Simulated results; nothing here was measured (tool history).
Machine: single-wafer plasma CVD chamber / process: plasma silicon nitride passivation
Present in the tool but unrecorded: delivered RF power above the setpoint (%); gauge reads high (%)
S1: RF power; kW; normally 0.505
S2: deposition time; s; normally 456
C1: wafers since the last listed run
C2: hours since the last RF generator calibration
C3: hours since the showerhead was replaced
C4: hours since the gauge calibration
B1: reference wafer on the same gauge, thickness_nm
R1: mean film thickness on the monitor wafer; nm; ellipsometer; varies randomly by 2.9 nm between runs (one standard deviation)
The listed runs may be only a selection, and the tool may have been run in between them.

run 1 day=0 | S1=0.465 S2=419 | C1=0 C2=844.9 C3=4611.6 C4=906.5 | B1=778.24 | R1=604.662
run 2 day=2.462 | S1=0.465 S2=419 | C1=158 C2=904 C3=4670.7 C4=965.6 | B1=779.266 | R1=609.503
run 3 day=5.196 | S1=0.465 S2=419 | C1=175 C2=969.6 C3=4736.3 C4=1031.2 | B1=778.667 | R1=604.813
run 4 day=7.254 | S1=0.505 S2=456 | C1=132 C2=1019 C3=4785.7 C4=1080.6 | B1=778.269 | R1=680.721
run 5 day=16.854 | S1=0.505 S2=456 | C1=618 C2=1249.4 C3=5016.1 C4=1311 | B1=779.37 | R1=676.864
run 6 day=20.829 | S1=0.505 S2=456 | C1=255 C2=1344.8 C3=5111.5 C4=1406.4 | B1=778.561 | R1=674.929
run 7 day=24.729 | S1=0.45 S2=492 | C1=251 C2=1438.4 C3=5205.1 C4=1500 | B1=778.778 | R1=687.976
run 8 day=27.967 | S1=0.505 S2=456 | C1=208 C2=1516.1 C3=5282.8 C4=1577.7 | B1=778.829 | R1=675.249
-- day=29.675 showerhead replaced
run 9 day=30.442 | S1=0.505 S2=456 | C1=137 C2=1575.5 C3=18.4 C4=1637.1 | B1=779.384 | R1=672.652
run 10 day=32.092 | S1=0.505 S2=482 | C1=106 C2=1615.1 C3=58 C4=1676.7 | B1=779.582 | R1=710.001
-- day=32.429 gauge calibrated
run 11 day=33.6 | S1=0.505 S2=482 | C1=97 C2=1651.3 C3=94.2 C4=28.1 | B1=778.627 | R1=711.461
-- day=40.146 RF generator calibrated
run 12 day=41.4 | S1=0.505 S2=482 | C1=480 C2=30.1 C3=281.4 C4=215.3 | B1=779.841 | R1=736.017
run 13 day=43.396 | S1=0.575 S2=456 | C1=128 C2=78 C3=329.3 C4=263.2 | B1=778.046 | R1=723.131
run 14 day=47.412 | S1=0.465 S2=419 | C1=258 C2=174.4 C3=425.7 C4=359.6 | B1=778.315 | R1=612.708
run 15 day=51.721 | S1=0.59 S2=390 | C1=277 C2=277.8 C3=529.1 C4=463 | B1=779.125 | R1=623.871
run 16 day=54.971 | S1=0.575 S2=456 | C1=209 C2=355.8 C3=607.1 C4=541 | B1=778.321 | R1=722.356
run 17 day=57.746 | S1=0.57 S2=536 | C1=178 C2=422.4 C3=673.7 C4=607.6 | B1=778.772 | R1=843.679
run 18 day=61.417 | S1=0.435 S2=456 | C1=236 C2=510.5 C3=761.8 C4=695.7 | B1=778.422 | R1=643.029
run 19 day=65.458 | S1=0.59 S2=420 | C1=260 C2=607.5 C3=858.8 C4=792.7 | B1=779.402 | R1=671.436
run 20 day=67.054 | S1=0.54 S2=456 | C1=102 C2=645.8 C3=897.1 C4=831 | B1=778.492 | R1=704.339
run 21 day=68.788 | S1=0.555 S2=482 | C1=111 C2=687.4 C3=938.7 C4=872.6 | B1=779.084 | R1=751.964
run 22 day=71.812 | S1=0.555 S2=519 | C1=194 C2=760 C3=1011.3 C4=945.2 | B1=778.73 | R1=802.254
run 23 day=74.571 | S1=0.59 S2=420 | C1=177 C2=826.2 C3=1077.5 C4=1011.4 | B1=779.376 | R1=667.297
run 24 day=77.329 | S1=0.505 S2=456 | C1=177 C2=892.4 C3=1143.7 C4=1077.6 | B1=779.019 | R1=682.871
run 25 day=79.846 | S1=0.535 S2=389 | C1=162 C2=952.8 C3=1204.1 C4=1138 | B1=779.348 | R1=590.522
run 26 day=82.954 | S1=0.505 S2=456 | C1=200 C2=1027.4 C3=1278.7 C4=1212.6 | B1=779.237 | R1=684.389
run 27 day=86.721 | S1=0.545 S2=385 | C1=242 C2=1117.8 C3=1369.1 C4=1303 | B1=779.665 | R1=589.831

Alternative continuations, all from the tool just after run 27; predict every row:
run A day=86.742 | S1=0.505 S2=456 | C1=1 C2=1118.3 C3=1369.6 C4=1303.5 | B1=? | R1=?
run B day=86.742 | S1=0.455 S2=534 | C1=1 C2=1118.3 C3=1369.6 C4=1303.5 | B1=? | R1=?
run C day=86.742 | S1=0.475 S2=520 | C1=1 C2=1118.3 C3=1369.6 C4=1303.5 | B1=? | R1=?

run=A B1=777.96 R1=675.343
run=B B1=777.96 R1=758.571
run=C B1=777.96 R1=751.631
With the hidden condition removed and each run's random variation left untouched, the same runs would have given:
run=A R1=693.016
run=B R1=778.421
run=C R1=771.3
